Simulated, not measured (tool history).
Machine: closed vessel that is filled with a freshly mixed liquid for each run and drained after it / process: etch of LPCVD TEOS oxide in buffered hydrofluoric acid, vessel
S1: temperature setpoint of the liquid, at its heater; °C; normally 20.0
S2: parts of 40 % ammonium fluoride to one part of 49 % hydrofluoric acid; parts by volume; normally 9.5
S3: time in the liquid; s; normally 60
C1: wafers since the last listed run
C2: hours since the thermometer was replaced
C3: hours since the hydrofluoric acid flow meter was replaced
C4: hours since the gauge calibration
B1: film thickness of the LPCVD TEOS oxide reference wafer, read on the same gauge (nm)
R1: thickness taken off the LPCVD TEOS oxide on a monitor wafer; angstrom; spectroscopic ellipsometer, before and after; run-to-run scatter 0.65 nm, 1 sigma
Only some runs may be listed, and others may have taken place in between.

Run 1, hour 0.0: usual settings; C1 0; C2 2820.3; C3 584.3; C4 223.9; B1 99.99. Result: R1 1714.9 angstrom.
Run 2, hour 20.0: usual settings; C1 1875; C2 2840.3; C3 604.3; C4 243.9; B1 100.01. Result: R1 1705.1 angstrom.
Run 3, hour 50.5: usual settings; C1 2859; C2 2870.8; C3 634.8; C4 274.4; B1 99.98. Result: R1 1718.1 angstrom.
Run 4, hour 83.1: usual settings; C1 3056; C2 2903.4; C3 667.4; C4 307.0; B1 99.99. Result: R1 1713.7 angstrom.
Run 5, hour 107.7: usual settings; C1 2306; C2 2928.0; C3 692.0; C4 331.6; B1 100.00. Result: R1 1706.6 angstrom.
Run 6, hour 147.2: usual settings but S2 12.5 parts by volume; C1 3703; C2 2967.5; C3 731.5; C4 371.1; B1 100.01. Result: R1 1305.5 angstrom.
Run 7, hour 181.1: usual settings but S2 12.5 parts by volume; C1 3178; C2 3001.4; C3 765.4; C4 405.0; B1 99.96. Result: R1 1299.6 angstrom.
Run 8, hour 211.4: usual settings but S2 12.5 parts by volume; C1 2840; C2 3031.7; C3 795.7; C4 435.3; B1 100.00. Result: R1 1286.5 angstrom.
Run 9, hour 244.1: usual settings but S1 24.0 °C, S2 10.5 parts by volume, S3 30 s; C1 3065; C2 3064.4; C3 828.4; C4 468.0; B1 100.02. Result: R1 948.8 angstrom.
Run 10, hour 256.1: usual settings but S1 17.0 °C, S2 6.5 parts by volume, S3 50 s; C1 1125; C2 3076.4; C3 840.4; C4 480.0; B1 99.98. Result: R1 1688.2 angstrom.
At hour 259.1: thermometer replaced.
At hour 277.3: hydrofluoric acid flow meter replaced.
At hour 278.0: gauge calibrated.
Run 11, hour 288.6: usual settings but S3 45 s; C1 2859; C2 29.5; C3 11.3; C4 10.6; B1 100.01. Result: R1 1196.4 angstrom.
Run 12, hour 309.6: usual settings but S1 18.5 °C, S2 13.0 parts by volume; C1 1968; C2 50.5; C3 32.3; C4 31.6; B1 100.02. Result: R1 1100.1 angstrom.

What will run 13 give?
Run 13, hour 329.2: usual settings; C1 1837; C2 70.1; C3 51.9; C4 51.2; B1 ?. Result: R1 ?.

{"run 13": {"B1": 100.01, "R1": 1585.9}}
Were there no unlogged condition in the tool, this run, its random variation unchanged, would have produced R1 1559.7 angstrom.
